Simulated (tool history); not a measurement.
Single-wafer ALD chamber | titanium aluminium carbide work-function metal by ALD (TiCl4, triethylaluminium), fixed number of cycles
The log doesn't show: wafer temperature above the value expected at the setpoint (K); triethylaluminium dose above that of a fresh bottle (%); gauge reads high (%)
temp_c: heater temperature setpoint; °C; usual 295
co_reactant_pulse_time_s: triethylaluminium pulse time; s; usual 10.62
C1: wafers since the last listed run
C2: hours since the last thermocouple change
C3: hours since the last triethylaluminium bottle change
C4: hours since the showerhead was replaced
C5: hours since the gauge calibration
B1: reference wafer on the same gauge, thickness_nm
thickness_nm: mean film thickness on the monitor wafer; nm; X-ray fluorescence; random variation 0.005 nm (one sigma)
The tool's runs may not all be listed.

{"run": 1, "hour": 0.0, "temp_c": 288, "co_reactant_pulse_time_s": 12.67, "C1": 0, "C2": 2749.2, "C3": 1998.2, "C4": 3532.8, "C5": 49.6, "B1": 1.83, "thickness_nm": 1.806}
{"run": 2, "hour": 34.7, "temp_c": 288, "co_reactant_pulse_time_s": 12.67, "C1": 459, "C2": 2783.9, "C3": 2032.9, "C4": 3567.5, "C5": 84.3, "B1": 1.83, "thickness_nm": 1.782}
{"run": 3, "hour": 43.5, "temp_c": 288, "co_reactant_pulse_time_s": 12.67, "C1": 116, "C2": 2792.7, "C3": 2041.7, "C4": 3576.3, "C5": 93.1, "B1": 1.83, "thickness_nm": 1.779}
{"run": 4, "hour": 54.2, "temp_c": 284, "co_reactant_pulse_time_s": 10.62, "C1": 141, "C2": 2803.4, "C3": 2052.4, "C4": 3587, "C5": 103.8, "B1": 1.831, "thickness_nm": 1.64}
{"run": 5, "hour": 65.9, "temp_c": 284, "co_reactant_pulse_time_s": 10.62, "C1": 154, "C2": 2815.1, "C3": 2064.1, "C4": 3598.7, "C5": 115.5, "B1": 1.83, "thickness_nm": 1.625}
{"hour": 78.5, "done": "thermocouple changed; heater temperature recalibrated"}
{"run": 6, "hour": 79.0, "temp_c": 284, "co_reactant_pulse_time_s": 10.62, "C1": 67, "C2": 0.5, "C3": 2077.2, "C4": 3611.8, "C5": 128.6, "B1": 1.831, "thickness_nm": 1.621}
{"run": 7, "hour": 88.6, "temp_c": 295, "co_reactant_pulse_time_s": 10.62, "C1": 127, "C2": 10.1, "C3": 2086.8, "C4": 3621.4, "C5": 138.2, "B1": 1.83, "thickness_nm": 1.705}
{"run": 8, "hour": 99.3, "temp_c": 308, "co_reactant_pulse_time_s": 12.36, "C1": 141, "C2": 20.8, "C3": 2097.5, "C4": 3632.1, "C5": 148.9, "B1": 1.832, "thickness_nm": 1.93}
{"hour": 110.7, "done": "triethylaluminium bottle replaced"}
{"run": 9, "hour": 111.2, "temp_c": 295, "co_reactant_pulse_time_s": 10.62, "C1": 51, "C2": 32.7, "C3": 0.5, "C4": 3644, "C5": 160.8, "B1": 1.829, "thickness_nm": 1.981}
{"hour": 111.4, "done": "gauge calibrated"}
{"run": 10, "hour": 121.9, "temp_c": 301, "co_reactant_pulse_time_s": 12.54, "C1": 141, "C2": 43.4, "C3": 11.2, "C4": 3654.7, "C5": 10.5, "B1": 1.831, "thickness_nm": 2.082}
{"hour": 138.0, "done": "showerhead replaced"}
{"run": 11, "hour": 138.5, "temp_c": 305, "co_reactant_pulse_time_s": 10.62, "C1": 113, "C2": 60, "C3": 27.8, "C4": 0.5, "C5": 27.1, "B1": 1.831, "thickness_nm": 2.086}
{"run": 12, "hour": 150.3, "temp_c": 291, "co_reactant_pulse_time_s": 6.53, "C1": 156, "C2": 71.8, "C3": 39.6, "C4": 12.3, "C5": 38.9, "B1": 1.829, "thickness_nm": 1.685}
{"run": 13, "hour": 166.5, "temp_c": 295, "co_reactant_pulse_time_s": 10.62, "C1": 214, "C2": 88, "C3": 55.8, "C4": 28.5, "C5": 55.1, "B1": 1.829, "thickness_nm": 1.975}
{"run": 14, "hour": 178.2, "temp_c": 287, "co_reactant_pulse_time_s": 7.49, "C1": 154, "C2": 99.7, "C3": 67.5, "C4": 40.2, "C5": 66.8, "B1": 1.831, "thickness_nm": 1.762}

3 ways to go on from here, each from the tool as it stands after run 14. What would each give?
{"run": "A", "hour": 178.6, "temp_c": 295, "co_reactant_pulse_time_s": 10.62, "C1": 5, "C2": 100.1, "C3": 67.9, "C4": 40.6, "C5": 67.2, "B1": "?", "thickness_nm": "?"}
{"run": "B", "hour": 178.6, "temp_c": 295, "co_reactant_pulse_time_s": 14.19, "C1": 5, "C2": 100.1, "C3": 67.9, "C4": 40.6, "C5": 67.2, "B1": "?", "thickness_nm": "?"}
{"run": "C", "hour": 178.6, "temp_c": 287, "co_reactant_pulse_time_s": 10.62, "C1": 5, "C2": 100.1, "C3": 67.9, "C4": 40.6, "C5": 67.2, "B1": "?", "thickness_nm": "?"}

run=A B1=1.83 thickness_nm=1.986
run=B B1=1.83 thickness_nm=2.031
run=C B1=1.83 thickness_nm=1.906
Without the tool's hidden state the same runs would have given:
run=A thickness_nm=1.991
run=B thickness_nm=2.032
run=C thickness_nm=1.911
